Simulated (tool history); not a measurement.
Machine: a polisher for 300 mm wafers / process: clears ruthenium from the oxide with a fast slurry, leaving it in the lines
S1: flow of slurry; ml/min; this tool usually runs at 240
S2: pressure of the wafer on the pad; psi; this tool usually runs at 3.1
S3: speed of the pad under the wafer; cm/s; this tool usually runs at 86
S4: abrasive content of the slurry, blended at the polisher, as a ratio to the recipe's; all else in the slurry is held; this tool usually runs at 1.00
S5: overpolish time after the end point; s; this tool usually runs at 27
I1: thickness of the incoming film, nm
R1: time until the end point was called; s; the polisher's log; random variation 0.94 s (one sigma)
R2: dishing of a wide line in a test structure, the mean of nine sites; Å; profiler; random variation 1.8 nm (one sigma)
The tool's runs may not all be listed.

run 1 hour=0.0 | S1=240 S2=3.1 S3=86 S4=1.00 S5=27 | I1=261.0 | R1=56.7 R2=836
run 2 hour=64.4 | S1=240 S2=3.1 S3=86 S4=1.00 S5=27 | I1=262.0 | R1=58.7 R2=825
run 3 hour=133.8 | S1=240 S2=3.1 S3=86 S4=1.00 S5=27 | I1=257.8 | R1=55.8 R2=836
run 4 hour=170.2 | S1=240 S2=3.1 S3=86 S4=1.00 S5=27 | I1=262.8 | R1=59.3 R2=786
-- hour=175.6 worn pad replaced by a new one
run 5 hour=225.2 | S1=240 S2=3.1 S3=86 S4=1.00 S5=27 | I1=262.2 | R1=57.9 R2=835
run 6 hour=279.4 | S1=240 S2=3.1 S3=86 S4=1.00 S5=27 | I1=259.6 | R1=58.5 R2=829
run 7 hour=322.7 | S1=240 S2=3.1 S3=58 S4=0.90 S5=19 | I1=255.2 | R1=88.9 R2=394
run 8 hour=380.1 | S1=240 S2=3.1 S3=86 S4=1.00 S5=27 | I1=260.5 | R1=59.6 R2=782
-- hour=411.0 slurry blender recalibrated
-- hour=413.4 slurry nozzle cleaned
run 9 hour=441.4 | S1=170 S2=2.2 S3=86 S4=1.15 S5=42 | I1=258.9 | R1=77.3 R2=931
-- hour=474.4 head pressure recalibrated
run 10 hour=475.2 | S1=240 S2=2.8 S3=62 S4=1.00 S5=40 | I1=263.9 | R1=87.7 R2=820
run 11 hour=524.5 | S1=295 S2=2.1 S3=86 S4=0.90 S5=27 | I1=256.9 | R1=89.4 R2=580
run 12 hour=568.9 | S1=300 S2=3.1 S3=112 S4=1.20 S5=37 | I1=262.5 | R1=39.5 R2=1415
run 13 hour=633.9 | S1=240 S2=3.1 S3=86 S4=0.90 S5=27 | I1=260.5 | R1=63.5 R2=774
-- hour=657.2 worn pad replaced by a new one
run 14 hour=692.5 | S1=240 S2=3.1 S3=110 S4=0.80 S5=42 | I1=259.5 | R1=53.5 R2=1229
run 15 hour=763.9 | S1=240 S2=3.1 S3=86 S4=1.00 S5=27 | I1=260.7 | R1=59.6 R2=794
run 16 hour=809.3 | S1=240 S2=3.1 S3=86 S4=1.00 S5=27 | I1=257.7 | R1=58.3 R2=819

The next listed run, before its measurement:
-- hour=839.9 slurry nozzle cleaned
-- hour=841.4 slurry blender recalibrated
run 17 hour=856.2 | S1=300 S2=3.1 S3=86 S4=1.15 S5=27 | I1=259.6 | R1=? R2=?

R1: 51.2 s
R2: 924 Å
With the hidden condition absent and the run-to-run variation left alone, this run would have shown R1 51.0 s, R2 927 Å.
